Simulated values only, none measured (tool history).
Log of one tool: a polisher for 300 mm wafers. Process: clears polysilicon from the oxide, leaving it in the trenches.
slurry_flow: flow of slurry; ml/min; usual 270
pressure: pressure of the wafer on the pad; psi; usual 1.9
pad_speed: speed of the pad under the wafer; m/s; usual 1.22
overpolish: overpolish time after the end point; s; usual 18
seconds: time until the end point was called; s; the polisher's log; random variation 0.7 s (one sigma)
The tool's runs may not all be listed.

run	day	slurry_flow	pressure	pad_speed	overpolish	incoming thickness of the incoming film, nm	seconds
1	0.000	330	1.6	1.22	18	559.4	55.2
# day 3.338: worn pad replaced by a new one
2	3.358	270	1.9	1.22	18	562.5	47.6
3	6.404	270	1.6	1.22	26	560.7	56.5
# day 6.696: worn pad replaced by a new one
4	7.467	270	1.9	1.22	18	567.9	48.9
# day 7.825: slurry nozzle cleaned
# day 7.888: head pressure recalibrated
5	8.842	270	1.9	1.22	18	556.7	42.1
# day 10.133: worn pad replaced by a new one, of another model than before
6	10.333	270	1.9	1.22	18	555.6	41.7
7	10.871	270	1.9	1.22	18	560.0	40.5
8	12.129	270	1.2	1.22	18	557.8	56.8
9	13.608	175	1.9	1.22	18	554.3	44.7
# day 14.008: worn pad replaced by a new one
10	14.425	355	2.6	1.22	27	567.6	31.0
11	15.742	270	1.9	1.22	18	553.5	41.0
12	16.942	245	1.5	1.22	12	565.1	49.2

Run 13 comes next. What will it give?
13	17.738	270	2.1	1.36	8	557.4	?

seconds: 36.6 s
Without the tool's hidden state the same run would have given seconds 35.8 s.
